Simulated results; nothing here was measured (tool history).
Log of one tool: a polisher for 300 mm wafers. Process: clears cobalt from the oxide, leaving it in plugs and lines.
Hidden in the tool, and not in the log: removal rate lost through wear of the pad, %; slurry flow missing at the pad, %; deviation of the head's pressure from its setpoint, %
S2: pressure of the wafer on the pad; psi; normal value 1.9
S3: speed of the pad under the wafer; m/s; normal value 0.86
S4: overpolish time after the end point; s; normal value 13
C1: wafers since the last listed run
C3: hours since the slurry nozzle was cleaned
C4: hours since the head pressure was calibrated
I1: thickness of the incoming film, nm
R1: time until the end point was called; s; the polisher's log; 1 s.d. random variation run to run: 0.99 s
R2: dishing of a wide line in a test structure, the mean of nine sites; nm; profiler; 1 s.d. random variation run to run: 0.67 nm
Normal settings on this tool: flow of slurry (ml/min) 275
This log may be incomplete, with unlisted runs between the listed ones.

run 1 hour=0 | flow_of_slurry_(ml/min)=275 S2=1.9 S3=0.68 S4=13 | C1=0 wafers_polished_on_this_pad=1125 C3=335.8 C4=268 | I1=350.5 | R1=101.4 R2=28.5
-- hour=29.6 slurry nozzle cleaned
run 2 hour=90.8 | flow_of_slurry_(ml/min)=275 S2=1.9 S3=0.68 S4=13 | C1=782 wafers_polished_on_this_pad=1907 C3=61.2 C4=358.8 | I1=357.2 | R1=101.2 R2=27.8
run 3 hour=150.2 | flow_of_slurry_(ml/min)=275 S2=1.9 S3=0.68 S4=13 | C1=517 wafers_polished_on_this_pad=2424 C3=120.6 C4=418.2 | I1=342.8 | R1=98.8 R2=28.4
run 4 hour=249 | flow_of_slurry_(ml/min)=275 S2=1.9 S3=0.86 S4=11 | C1=860 wafers_polished_on_this_pad=3285 C3=219.4 C4=517 | I1=344.4 | R1=78.7 R2=27.9
-- hour=305.1 worn pad replaced by a new one
run 5 hour=345.6 | flow_of_slurry_(ml/min)=275 S2=1.9 S3=0.86 S4=11 | C1=806 wafers_polished_on_this_pad=353 C3=316 C4=613.6 | I1=355.4 | R1=77.2 R2=29.7
-- hour=392.9 slurry nozzle cleaned
run 6 hour=432 | flow_of_slurry_(ml/min)=275 S2=1.9 S3=0.86 S4=13 | C1=743 wafers_polished_on_this_pad=1097 C3=39.1 C4=700 | I1=356.8 | R1=79.5 R2=32.1
run 7 hour=503.1 | flow_of_slurry_(ml/min)=275 S2=1.9 S3=0.86 S4=13 | C1=619 wafers_polished_on_this_pad=1716 C3=110.2 C4=771.1 | I1=350 | R1=78.7 R2=32.2
run 8 hour=604.9 | flow_of_slurry_(ml/min)=275 S2=1.9 S3=0.86 S4=19 | C1=886 wafers_polished_on_this_pad=2603 C3=212 C4=872.9 | I1=346.4 | R1=77.9 R2=40.3
-- hour=674.8 worn pad replaced by a new one
run 9 hour=675.3 | flow_of_slurry_(ml/min)=275 S2=1.9 S3=0.86 S4=19 | C1=578 wafers_polished_on_this_pad=4 C3=282.4 C4=943.3 | I1=352.3 | R1=73.8 R2=39.8
run 10 hour=757 | flow_of_slurry_(ml/min)=275 S2=1.9 S3=0.86 S4=13 | C1=711 wafers_polished_on_this_pad=716 C3=364.1 C4=1025 | I1=352.8 | R1=80.2 R2=32.3
-- hour=800.7 slurry nozzle cleaned
run 11 hour=820.5 | flow_of_slurry_(ml/min)=275 S2=1.9 S3=0.86 S4=13 | C1=544 wafers_polished_on_this_pad=1260 C3=19.8 C4=1088.5 | I1=345.7 | R1=76.1 R2=32
run 12 hour=866.5 | flow_of_slurry_(ml/min)=275 S2=1.9 S3=0.86 S4=13 | C1=400 wafers_polished_on_this_pad=1661 C3=65.8 C4=1134.5 | I1=354.8 | R1=80.6 R2=31.2
run 13 hour=956.3 | flow_of_slurry_(ml/min)=275 S2=1.9 S3=0.86 S4=13 | C1=782 wafers_polished_on_this_pad=2443 C3=155.6 C4=1224.3 | I1=347.7 | R1=79.3 R2=31.9
-- hour=958.3 head pressure recalibrated
run 14 hour=1013.3 | flow_of_slurry_(ml/min)=230 S2=1.9 S3=1.12 S4=11 | C1=479 wafers_polished_on_this_pad=2922 C3=212.6 C4=55 | I1=351.4 | R1=62.4 R2=33.4
-- hour=1039.1 worn pad replaced by a new one
run 15 hour=1080.4 | flow_of_slurry_(ml/min)=275 S2=1.9 S3=1.08 S4=17 | C1=549 wafers_polished_on_this_pad=359 C3=279.7 C4=122.1 | I1=350.3 | R1=61.4 R2=42.4
-- hour=1133 slurry nozzle cleaned
run 16 hour=1160.3 | flow_of_slurry_(ml/min)=275 S2=1.9 S3=0.86 S4=13 | C1=687 wafers_polished_on_this_pad=1047 C3=27.3 C4=202 | I1=350 | R1=78.1 R2=32
run 17 hour=1259.9 | flow_of_slurry_(ml/min)=275 S2=1.9 S3=0.86 S4=13 | C1=867 wafers_polished_on_this_pad=1915 C3=126.9 C4=301.6 | I1=353.4 | R1=80.5 R2=32.5
-- hour=1442.1 worn pad replaced by a new one
run 18 hour=1469.8 | flow_of_slurry_(ml/min)=275 S2=1.9 S3=0.78 S4=17 | C1=1793 wafers_polished_on_this_pad=241 C3=336.8 C4=511.5 | I1=352.1 | R1=84.3 R2=37.5
-- hour=1477.5 slurry nozzle cleaned
run 19 hour=1572 | flow_of_slurry_(ml/min)=275 S2=1.9 S3=0.86 S4=13 | C1=881 wafers_polished_on_this_pad=1123 C3=94.5 C4=613.7 | I1=344.5 | R1=76.8 R2=32
run 20 hour=1668.1 | flow_of_slurry_(ml/min)=300 S2=1.9 S3=0.58 S4=21 | C1=837 wafers_polished_on_this_pad=1960 C3=190.6 C4=709.8 | I1=348.8 | R1=116.1 R2=33.5
run 21 hour=1707.9 | flow_of_slurry_(ml/min)=275 S2=1.7 S3=0.86 S4=13 | C1=346 wafers_polished_on_this_pad=2307 C3=230.4 C4=749.6 | I1=354.1 | R1=86.3 R2=31.6
run 22 hour=1790.7 | flow_of_slurry_(ml/min)=275 S2=1.9 S3=0.86 S4=6 | C1=721 wafers_polished_on_this_pad=3028 C3=313.2 C4=832.4 | I1=348 | R1=79.5 R2=18.2
-- hour=1831.5 worn pad replaced by a new one
run 23 hour=1832 | flow_of_slurry_(ml/min)=275 S2=1.7 S3=0.58 S4=13 | C1=324 wafers_polished_on_this_pad=4 C3=354.5 C4=873.7 | I1=345.8 | R1=115.9 R2=23.8
-- hour=1868 slurry nozzle cleaned
-- hour=1883.8 head pressure recalibrated
run 24 hour=1891.8 | flow_of_slurry_(ml/min)=275 S2=1.9 S3=0.86 S4=13 | C1=494 wafers_polished_on_this_pad=499 C3=23.8 C4=8 | I1=347.3 | R1=77.3 R2=32.8

Here are 5 independent what-if runs from the current tool condition. What would each one return?
run A hour=1892.3 | flow_of_slurry_(ml/min)=275 S2=1.9 S3=0.86 S4=13 | C1=4 wafers_polished_on_this_pad=503 C3=24.3 C4=8.5 | I1=355.2 | R1=? R2=?
run B hour=1892.3 | flow_of_slurry_(ml/min)=275 S2=1.3 S3=0.86 S4=9 | C1=4 wafers_polished_on_this_pad=503 C3=24.3 C4=8.5 | I1=355.2 | R1=? R2=?
run C hour=1892.3 | flow_of_slurry_(ml/min)=315 S2=2.3 S3=0.74 S4=6 | C1=4 wafers_polished_on_this_pad=503 C3=24.3 C4=8.5 | I1=355.2 | R1=? R2=?
run D hour=1892.3 | flow_of_slurry_(ml/min)=275 S2=1.9 S3=1.08 S4=7 | C1=4 wafers_polished_on_this_pad=503 C3=24.3 C4=8.5 | I1=355.2 | R1=? R2=?
run E hour=1892.3 | flow_of_slurry_(ml/min)=185 S2=1.7 S3=0.86 S4=13 | C1=4 wafers_polished_on_this_pad=503 C3=24.3 C4=8.5 | I1=355.2 | R1=? R2=?

run=A R1=79 R2=32.9
run=B R1=102.4 R2=21.5
run=C R1=78.7 R2=19.2
run=D R1=62.9 R2=25.5
run=E R1=90.3 R2=30.4
Take away the tool's hidden state, keep each run's random variation, and the runs would have read:
run=A R1=75.9 R2=33.7
run=B R1=98.4 R2=22.1
run=C R1=75.6 R2=19.8
run=D R1=60.5 R2=26.2
run=E R1=86.8 R2=31.1
